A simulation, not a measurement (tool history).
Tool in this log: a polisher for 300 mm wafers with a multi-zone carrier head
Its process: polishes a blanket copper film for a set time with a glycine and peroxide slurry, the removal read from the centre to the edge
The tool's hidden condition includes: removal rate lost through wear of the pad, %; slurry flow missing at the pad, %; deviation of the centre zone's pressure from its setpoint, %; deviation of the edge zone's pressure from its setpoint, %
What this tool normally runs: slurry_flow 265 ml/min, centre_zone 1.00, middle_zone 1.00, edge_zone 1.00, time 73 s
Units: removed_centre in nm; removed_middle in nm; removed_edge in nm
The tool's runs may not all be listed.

| run | hour | slurry_flow | centre_zone | middle_zone | edge_zone | time | wafers since the last listed run | wafers polished on this pad | hours since the slurry nozzle was cleaned | hours since the centre zone pressure was calibrated | hours since the edge zone pressure was calibrated | hours since the carrier head's membrane was replaced | incoming thickness of the incoming film, nm | removed_centre | removed_middle | removed_edge |
|---|---|---|---|---|---|---|---|---|---|---|---|---|---|---|---|---|
| 1 | 0.0 | 265 | 1.00 | 1.00 | 1.00 | 73 | 0 | 826 | 65.3 | 1056.3 | 1168.3 | 1610.6 | 1183.1 | 377.1 | 397.5 | 397.8 |
| 2 | 10.5 | 235 | 1.00 | 1.05 | 1.05 | 73 | 110 | 937 | 75.8 | 1066.8 | 1178.8 | 1621.1 | 1185.8 | 370.1 | 408.2 | 400.3 |
|  | 22.9 | centre zone pressure recalibrated |
| 3 | 25.8 | 265 | 1.00 | 1.00 | 1.00 | 86 | 140 | 1077 | 91.1 | 2.9 | 1194.1 | 1636.4 | 1191.1 | 467.7 | 469.5 | 465.3 |
|  | 37.9 | worn pad replaced by a new one |
| 4 | 38.4 | 265 | 0.93 | 1.00 | 1.00 | 73 | 90 | 5 | 103.7 | 15.5 | 1206.7 | 1649.0 | 1191.0 | 370.0 | 394.8 | 397.9 |
| 5 | 50.5 | 265 | 1.00 | 1.06 | 1.00 | 73 | 127 | 133 | 115.8 | 27.6 | 1218.8 | 1661.1 | 1165.4 | 399.0 | 419.0 | 396.7 |
| 6 | 58.3 | 265 | 1.00 | 1.00 | 1.00 | 73 | 82 | 215 | 123.6 | 35.4 | 1226.6 | 1668.9 | 1213.1 | 399.7 | 397.3 | 393.7 |
|  | 64.6 | edge zone pressure recalibrated |
| 7 | 72.0 | 265 | 1.00 | 1.00 | 1.07 | 73 | 123 | 339 | 137.3 | 49.1 | 7.4 | 1682.6 | 1195.7 | 396.3 | 397.7 | 416.4 |
| 8 | 81.9 | 265 | 1.00 | 1.00 | 1.00 | 73 | 104 | 444 | 147.2 | 59.0 | 17.3 | 1692.5 | 1206.1 | 404.4 | 398.3 | 394.7 |
| 9 | 94.9 | 265 | 1.00 | 1.00 | 1.07 | 73 | 137 | 581 | 160.2 | 72.0 | 30.3 | 1705.5 | 1199.6 | 400.0 | 397.7 | 401.3 |
|  | 100.4 | carrier head's membrane replaced by a new one |
| 10 | 104.0 | 265 | 1.12 | 1.00 | 1.04 | 60 | 43 | 624 | 169.3 | 81.1 | 39.4 | 3.6 | 1181.4 | 368.0 | 328.3 | 337.3 |
| 11 | 110.6 | 265 | 1.00 | 1.11 | 1.00 | 73 | 69 | 694 | 175.9 | 87.7 | 46.0 | 10.2 | 1192.6 | 403.9 | 437.2 | 390.8 |
| 12 | 120.6 | 265 | 1.00 | 1.00 | 1.00 | 73 | 105 | 800 | 185.9 | 97.7 | 56.0 | 20.2 | 1208.0 | 399.4 | 399.1 | 389.9 |
|  | 146.8 | slurry nozzle cleaned |
| 13 | 159.6 | 205 | 1.00 | 1.06 | 0.90 | 85 | 401 | 1201 | 12.8 | 136.7 | 95.0 | 59.2 | 1198.7 | 446.0 | 469.6 | 421.5 |
|  | 173.5 | worn pad replaced by a new one |
| 14 | 174.0 | 265 | 1.00 | 1.00 | 0.95 | 73 | 109 | 5 | 27.2 | 151.1 | 109.4 | 73.6 | 1186.7 | 398.2 | 402.8 | 383.1 |
| 15 | 181.8 | 265 | 1.00 | 1.00 | 1.00 | 73 | 82 | 87 | 35.0 | 158.9 | 117.2 | 81.4 | 1171.9 | 391.2 | 395.8 | 396.7 |
| 16 | 188.4 | 225 | 1.07 | 1.00 | 1.00 | 85 | 69 | 157 | 41.6 | 165.5 | 123.8 | 88.0 | 1188.1 | 481.2 | 452.8 | 450.5 |

The next listed run, before its measurement:
| 17 | 200.6 | 265 | 0.92 | 1.00 | 1.00 | 73 | 128 | 286 | 53.8 | 177.7 | 136.0 | 100.2 | 1203.8 | ? | ? | ? |

Run 17 yielded removed_centre 364.5 nm, removed_middle 398.8 nm, removed_edge 397.5 nm.
The same run, on a tool lacking any hidden state, would have yielded removed_centre 368.0 nm, removed_middle 398.8 nm, removed_edge 397.5 nm.
